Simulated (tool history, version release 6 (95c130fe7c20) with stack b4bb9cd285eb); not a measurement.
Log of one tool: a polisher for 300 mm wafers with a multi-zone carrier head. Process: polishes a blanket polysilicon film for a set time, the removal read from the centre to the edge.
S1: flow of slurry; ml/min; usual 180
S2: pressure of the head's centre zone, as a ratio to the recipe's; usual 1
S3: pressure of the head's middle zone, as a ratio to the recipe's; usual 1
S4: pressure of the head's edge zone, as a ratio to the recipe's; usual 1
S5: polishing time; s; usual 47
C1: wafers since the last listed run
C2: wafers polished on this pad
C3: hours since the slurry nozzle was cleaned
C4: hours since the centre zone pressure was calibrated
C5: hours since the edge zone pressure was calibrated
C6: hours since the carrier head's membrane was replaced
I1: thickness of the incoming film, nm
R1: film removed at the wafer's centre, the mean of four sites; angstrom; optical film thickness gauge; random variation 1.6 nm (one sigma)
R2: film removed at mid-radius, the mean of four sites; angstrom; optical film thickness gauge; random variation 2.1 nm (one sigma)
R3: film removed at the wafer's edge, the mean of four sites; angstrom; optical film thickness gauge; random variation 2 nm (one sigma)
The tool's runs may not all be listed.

| run | hour | S1 | S2 | S3 | S4 | S5 | C1 | C2 | C3 | C4 | C5 | C6 | I1 | R1 | R2 | R3 |
|---|---|---|---|---|---|---|---|---|---|---|---|---|---|---|---|---|
| 1 | 0 | 180 | 1 | 1 | 0.95 | 47 | 0 | 761 | 59.4 | 413.2 | 779.1 | 84.5 | 1462.1 | 1720 | 1717 | 1715 |
| 2 | 44.4 | 180 | 1 | 1 | 0.95 | 47 | 521 | 1283 | 103.8 | 457.6 | 823.5 | 128.9 | 1498.1 | 1734 | 1703 | 1639 |
| 3 | 105.2 | 145 | 1 | 1.09 | 1 | 47 | 714 | 1997 | 164.6 | 518.4 | 884.3 | 189.7 | 1463.7 | 1600 | 1710 | 1663 |
| 4 | 137.1 | 140 | 1 | 1 | 0.94 | 62 | 375 | 2372 | 196.5 | 550.3 | 916.2 | 221.6 | 1494.6 | 2097 | 2094 | 2105 |
| 5 | 178 | 180 | 1 | 1 | 0.9 | 47 | 480 | 2853 | 237.4 | 591.2 | 957.1 | 262.5 | 1460 | 1676 | 1661 | 1612 |
| 6 | 225.3 | 140 | 1.08 | 1.12 | 1 | 51 | 556 | 3409 | 284.7 | 638.5 | 1004.4 | 309.8 | 1493.9 | 1826 | 1855 | 1755 |
| 7 | 250.5 | 200 | 1 | 1 | 1 | 47 | 296 | 3706 | 309.9 | 663.7 | 1029.6 | 335 | 1485.4 | 1693 | 1674 | 1664 |
|  | 284.2 | edge zone pressure recalibrated |
| 8 | 289.8 | 205 | 0.9 | 1 | 1.09 | 47 | 438 | 4144 | 349.2 | 703 | 5.6 | 374.3 | 1462.1 | 1521 | 1648 | 1723 |
|  | 317.4 | worn pad replaced by a new one |
|  | 345.1 | slurry nozzle cleaned |
|  | 366.4 | centre zone pressure recalibrated |
| 9 | 422 | 150 | 0.95 | 1 | 1 | 60 | 1471 | 1194 | 76.9 | 55.6 | 137.8 | 506.5 | 1508.2 | 2032 | 2171 | 2195 |
| 10 | 446.4 | 180 | 1 | 1 | 1 | 47 | 286 | 1481 | 101.3 | 80 | 162.2 | 530.9 | 1503 | 1731 | 1716 | 1762 |
| 11 | 507.9 | 180 | 1 | 1 | 1 | 41 | 722 | 2204 | 162.8 | 141.5 | 223.7 | 592.4 | 1499.7 | 1493 | 1484 | 1482 |
| 12 | 577.1 | 180 | 1 | 1 | 1 | 47 | 813 | 3018 | 232 | 210.7 | 292.9 | 661.6 | 1498.7 | 1694 | 1683 | 1739 |
| 13 | 616.9 | 180 | 0.93 | 0.96 | 1 | 47 | 467 | 3486 | 271.8 | 250.5 | 332.7 | 701.4 | 1512.2 | 1564 | 1592 | 1714 |
| 14 | 658.1 | 180 | 1 | 1.08 | 1 | 47 | 484 | 3970 | 313 | 291.7 | 373.9 | 742.6 | 1485.4 | 1694 | 1755 | 1700 |
|  | 670.8 | worn pad replaced by a new one |
|  | 702.4 | carrier head's membrane replaced by a new one |
| 15 | 707.3 | 180 | 0.97 | 1 | 0.89 | 47 | 472 | 370 | 362.2 | 340.9 | 423.1 | 4.9 | 1494.3 | 1704 | 1725 | 1648 |
| 16 | 762.9 | 230 | 1 | 1 | 1 | 47 | 653 | 1023 | 417.8 | 396.5 | 478.7 | 60.5 | 1502.1 | 1835 | 1844 | 1776 |
|  | 766.8 | slurry nozzle cleaned |
| 17 | 808.7 | 180 | 1 | 1 | 1 | 47 | 526 | 1550 | 41.9 | 442.3 | 524.5 | 106.3 | 1477.6 | 1747 | 1701 | 1731 |
| 18 | 856.4 | 180 | 1 | 1 | 1 | 47 | 560 | 2111 | 89.6 | 490 | 572.2 | 154 | 1489.7 | 1720 | 1687 | 1725 |
| 19 | 890.5 | 240 | 0.91 | 1 | 0.91 | 47 | 400 | 2511 | 123.7 | 524.1 | 606.3 | 188.1 | 1500.3 | 1660 | 1744 | 1664 |
|  | 1039 | worn pad replaced by a new one |
|  | 1094.4 | centre zone pressure recalibrated |
| 20 | 1097.8 | 200 | 0.95 | 0.94 | 1 | 34 | 2366 | 667 | 331 | 3.4 | 813.6 | 395.4 | 1515.9 | 1240 | 1198 | 1294 |
| 21 | 1123 | 165 | 1 | 1 | 0.9 | 47 | 296 | 963 | 356.2 | 28.6 | 838.8 | 420.6 | 1507 | 1724 | 1704 | 1648 |
|  | 1125.2 | slurry nozzle cleaned |
| 22 | 1162.7 | 180 | 1 | 1 | 1.05 | 33 | 454 | 1418 | 37.5 | 68.3 | 878.5 | 460.3 | 1474.1 | 1234 | 1183 | 1223 |
| 23 | 1234.7 | 180 | 1 | 1 | 1 | 47 | 846 | 2264 | 109.5 | 140.3 | 950.5 | 532.3 | 1502.5 | 1704 | 1718 | 1760 |

3 ways to go on from here, each from the tool as it stands after run 23. What would each give?
| A | 1235.1 | 180 | 1 | 1 | 1 | 32 | 4 | 2269 | 109.9 | 140.7 | 950.9 | 532.7 | 1487 | ? | ? | ? |
| B | 1235.1 | 180 | 1 | 1 | 1 | 52 | 4 | 2269 | 109.9 | 140.7 | 950.9 | 532.7 | 1487 | ? | ? | ? |
| C | 1235.1 | 160 | 1.06 | 1 | 1.04 | 47 | 4 | 2269 | 109.9 | 140.7 | 950.9 | 532.7 | 1487 | ? | ? | ? |

| run | R1 | R2 | R3 |
|---|---|---|---|
| A | 1179 | 1160 | 1165 |
| B | 1916 | 1885 | 1893 |
| C | 1784 | 1665 | 1715 |
Without the tool's hidden state the same runs would have given:
| run | R1 | R2 | R3 |
|---|---|---|---|
| A | 1220 | 1201 | 1206 |
| B | 1983 | 1951 | 1959 |
| C | 1847 | 1724 | 1776 |
